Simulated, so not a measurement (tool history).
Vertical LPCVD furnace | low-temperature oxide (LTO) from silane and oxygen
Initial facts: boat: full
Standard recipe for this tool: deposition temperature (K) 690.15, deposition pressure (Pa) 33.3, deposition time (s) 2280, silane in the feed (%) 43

run     day  deposition temperature (K)  deposition pressure (Pa)  deposition time (s)  silane in the feed (%)  wafers since the last listed run  hours since the last temperature calibration  hours since the pressure gauge was zeroed  hours since the silane flow controller was replaced  hours since the gauge calibration  read-back reference wafer on the same gauge, thickness  film thickness on the monitor wafer in the middle of the boat (Å)
  1   0.000                      690.15                      39.3                 2280                      43                                 0                                        3530.4                                     1111.9                                               5030.6                              177.0                                                  453.82                                                             6842.3
  2   1.138                      690.15                      33.3                 2280                      43                               435                                        3557.7                                     1139.2                                               5057.9                              204.3                                                  454.18                                                             5804.6
  3   3.279                      690.15                      33.3                 2280                      43                               819                                        3609.1                                     1190.6                                               5109.3                              255.7                                                  454.44                                                             5806.9
  4   5.129                      690.15                      33.3                 2280                      43                               707                                        3653.5                                     1235.0                                               5153.7                              300.1                                                  454.04                                                             5783.7
      7.338  -- thermocouples replaced and temperature profile calibrated
  5   7.475                      690.15                      33.3                 2280                      43                               514                                           3.3                                     1291.3                                               5210.0                              356.4                                                  454.19                                                             5593.8
  6   9.925                      690.15                      33.3                 2280                      43                               937                                          62.1                                     1350.1                                               5268.8                              415.2                                                  454.38                                                             5582.2
  7  12.346                      690.15                      33.3                 1980                      43                               926                                         120.2                                     1408.2                                               5326.9                              473.3                                                  454.20                                                             4859.2
  8  14.875                      690.15                      33.3                 1980                      43                               967                                         180.9                                     1468.9                                               5387.6                              534.0                                                  454.06                                                             4883.0
  9  17.212                      690.15                      33.3                 1980                      43                               894                                         237.0                                     1525.0                                               5443.7                              590.1                                                  453.88                                                             4892.6
 10  18.779                      690.15                      26.7                 2760                      43                               599                                         274.6                                     1562.6                                               5481.3                              627.7                                                  453.79                                                             5414.9
 11  20.404                      690.15                      33.3                 2280                      43                               621                                         313.6                                     1601.6                                               5520.3                              666.7                                                  453.78                                                             5631.4
 12  23.083                      685.15                      38.7                 2790                      37                              1024                                         377.9                                     1665.9                                               5584.6                              731.0                                                  454.50                                                             6389.2
 13  25.508                      690.15                      33.3                 1980                      43                               927                                         436.1                                     1724.1                                               5642.8                              789.2                                                  453.67                                                             4884.5
 14  27.158                      686.15                      33.3                 2280                      43                               631                                         475.7                                     1763.7                                               5682.4                              828.8                                                  454.17                                                             5408.1
     29.512  -- silane flow controller replaced
 15  29.654                      696.15                      28.7                 2280                      43                               572                                         535.6                                     1823.6                                                  3.4                              888.7                                                  454.43                                                             5174.7
 16  31.092                      690.15                      33.3                 2280                      43                               549                                         570.1                                     1858.1                                                 37.9                              923.2                                                  453.26                                                             5698.7
     32.571  -- pressure gauge zeroed
 17  33.267                      690.15                      33.3                 1950                      43                               449                                         622.3                                       16.7                                                 90.1                              975.4                                                  453.89                                                             4818.1
 18  35.179                      690.15                      29.3                 2280                      43                               731                                         668.2                                       62.6                                                136.0                             1021.3                                                  454.01                                                             4985.3
 19  38.083                      699.15                      40.7                 2280                      48                              1110                                         737.9                                      132.3                                                205.7                             1091.0                                                  454.78                                                             8398.2
 20  40.238                      690.15                      33.3                 2280                      43                               824                                         789.6                                      184.0                                                257.4                             1142.7                                                  453.31                                                             5691.5
 21  41.246                      694.15                      38.7                 2550                      50                               385                                         813.8                                      208.2                                                281.6                             1166.9                                                  454.18                                                             8744.4
     42.133  -- gauge calibrated
 22  44.238                      679.15                      30.7                 2280                      43                              1144                                         885.6                                      280.0                                                353.4                               50.5                                                  454.06                                                             4656.0
 23  45.529                      690.15                      33.3                 2280                      43                               494                                         916.6                                      311.0                                                384.4                               81.5                                                  453.59                                                             5681.4
 24  47.354                      690.15                      33.3                 1740                      43                               698                                         960.4                                      354.8                                                428.2                              125.3                                                  454.16                                                             4334.9
 25  49.029                      698.15                      33.3                 1740                      43                               640                                        1000.6                                      395.0                                                468.4                              165.5                                                  453.91                                                             4697.1
 26  51.933                      686.15                      33.3                 2280                      43                              1110                                        1070.3                                      464.7                                                538.1                              235.2                                                  453.43                                                             5443.1
 27  54.183                      690.15                      38.7                 2040                      43                               860                                        1124.3                                      518.7                                                592.1                              289.2                                                  453.95                                                             5926.6
 28  60.383                      696.15                      33.3                 2730                      38                              2371                                        1273.1                                      667.5                                                740.9                              438.0                                                  453.71                                                             6336.1
 29  62.633                      701.15                      38.7                 1890                      50                               860                                        1327.1                                      721.5                                                794.9                              492.0                                                  453.76                                                             6952.7
 30  64.738                      690.15                      33.3                 2280                      43                               804                                        1377.6                                      772.0                                                845.4                              542.5                                                  454.17                                                             5720.5
 31  67.200                      690.15                      39.3                 2280                      43                               942                                        1436.7                                      831.1                                                904.5                              601.6                                                  453.42                                                             6741.2

Hidden state at the last listed run before each entry between runs and at the first one after, where it differs:
In the gap between runs 4 and 5: thermocouples replaced and temperature profile calibrated (day 7.338)
  true tube temperature minus thermocouple reading, K: 4.19 -> 0.102
  what was measured, less what the result would be without the hidden state, film thickness on the monitor wafer in the middle of the boat (Å): +237.4 -> +5.7
In the gap between runs 14 and 15: silane flow controller replaced (day 29.512)
  true tube temperature minus thermocouple reading, K: 1.31 -> 1.43
  what was measured, less what the result would be without the hidden state, film thickness on the monitor wafer in the middle of the boat (Å): +71.6 -> +72.2
In the gap between runs 16 and 17: pressure gauge zeroed (day 32.571)
  true tube temperature minus thermocouple reading, K: 1.5 -> 1.6
  what was measured, less what the result would be without the hidden state, film thickness on the monitor wafer in the middle of the boat (Å): +85.4 -> +77.0
In the gap between runs 21 and 22: gauge calibrated (day 42.133)
  true tube temperature minus thermocouple reading, K: 1.95 -> 2.07
  what was measured, less what the result would be without the hidden state, film thickness on the monitor wafer in the middle of the boat (Å): +157.7 -> +99.7
